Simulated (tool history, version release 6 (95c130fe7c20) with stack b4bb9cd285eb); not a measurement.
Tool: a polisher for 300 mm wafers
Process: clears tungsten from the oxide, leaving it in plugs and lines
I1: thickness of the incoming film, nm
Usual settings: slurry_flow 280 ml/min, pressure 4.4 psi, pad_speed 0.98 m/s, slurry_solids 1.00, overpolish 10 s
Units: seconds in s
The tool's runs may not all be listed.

Run 1, hour 0.0: usual settings but overpolish 12 s; I1 365.8. Result: seconds 86.0 s.
Run 2, hour 55.3: usual settings but overpolish 12 s; I1 372.8. Result: seconds 87.6 s.
At hour 98.8: worn pad replaced by a new one.
Run 3, hour 127.1: usual settings but pad_speed 0.78 m/s, slurry_solids 0.80; I1 372.9. Result: seconds 102.6 s.
Run 4, hour 194.2: usual settings but slurry_flow 335 ml/min; I1 371.0. Result: seconds 84.3 s.
Run 5, hour 222.8: usual settings but overpolish 8 s; I1 375.3. Result: seconds 86.4 s.
At hour 230.8: slurry tank refilled with fresh slurry and peroxide.
At hour 238.6: slurry nozzle cleaned.
Run 6, hour 266.7: usual settings; I1 373.7. Result: seconds 86.0 s.
At hour 271.5: slurry blender recalibrated.
Run 7, hour 333.8: usual settings; I1 366.5. Result: seconds 85.3 s.
At hour 355.8: worn pad replaced by a new one.
At hour 391.9: head pressure recalibrated.
Run 8, hour 397.6: usual settings but pressure 5.6 psi, pad_speed 0.74 m/s; I1 374.3. Result: seconds 84.4 s.
Run 9, hour 427.8: usual settings but pressure 5.6 psi, pad_speed 0.74 m/s; I1 365.7. Result: seconds 89.3 s.
At hour 484.3: slurry tank refilled with fresh slurry and peroxide.
At hour 569.2: worn pad replaced by a new one.
At hour 614.2: slurry blender recalibrated.
Run 10, hour 616.4: usual settings but pressure 5.6 psi, pad_speed 0.74 m/s; I1 372.9. Result: seconds 83.5 s.
Run 11, hour 667.7: usual settings; I1 364.6. Result: seconds 80.2 s.
At hour 680.5: slurry tank refilled with fresh slurry and peroxide.
At hour 684.0: slurry nozzle cleaned.
Run 12, hour 724.0: usual settings but slurry_flow 220 ml/min, pressure 3.5 psi, slurry_solids 1.15, overpolish 14 s; I1 376.5. Result: seconds 108.0 s.
At hour 778.3: worn pad replaced by a new one.
Run 13, hour 778.8: usual settings but pressure 5.9 psi; I1 363.6. Result: seconds 57.7 s.
Run 14, hour 830.9: usual settings but slurry_flow 190 ml/min, pressure 5.9 psi, pad_speed 0.72 m/s; I1 373.4. Result: seconds 90.9 s.
Run 15, hour 878.8: usual settings but pad_speed 1.26 m/s, slurry_solids 1.10; I1 370.0. Result: seconds 65.2 s.
At hour 899.5: slurry tank refilled with fresh slurry and peroxide.
Run 16, hour 946.7: usual settings but overpolish 5 s; I1 374.0. Result: seconds 84.9 s.
At hour 956.0: head pressure recalibrated.
Run 17, hour 981.5: usual settings but pressure 4.0 psi; I1 368.2. Result: seconds 94.3 s.
At hour 992.0: slurry blender recalibrated.
At hour 1008.1: worn pad replaced by a new one.
Run 18, hour 1036.6: usual settings; I1 368.4. Result: seconds 83.3 s.
At hour 1076.5: slurry nozzle cleaned.
Run 19, hour 1091.7: usual settings but slurry_flow 200 ml/min, slurry_solids 1.10; I1 372.2. Result: seconds 88.8 s.
At hour 1139.2: slurry tank refilled with fresh slurry and peroxide.
Run 20, hour 1145.1: usual settings; I1 368.1. Result: seconds 86.5 s.

5 ways to go on from here, each from the tool as it stands after run 20. What would each give?
Run A, hour 1145.6: usual settings but slurry_flow 205 ml/min; I1 373.5. Result: seconds ?.
Run B, hour 1145.6: usual settings but pressure 4.8 psi, pad_speed 1.14 m/s, overpolish 6 s; I1 373.5. Result: seconds ?.
Run C, hour 1145.6: usual settings but slurry_solids 1.30, overpolish 7 s; I1 373.5. Result: seconds ?.
Run D, hour 1145.6: usual settings but slurry_solids 1.10, overpolish 5 s; I1 373.5. Result: seconds ?.
Run E, hour 1145.6: usual settings but slurry_flow 210 ml/min; I1 373.5. Result: seconds ?.

run  seconds
  A     94.4
  B     71.5
  C     87.3
  D     89.5
  E     94.0
Without the tool's hidden state the same runs would have given:
run  seconds
  A     83.9
  B     63.5
  C     77.6
  D     79.5
  E     83.6
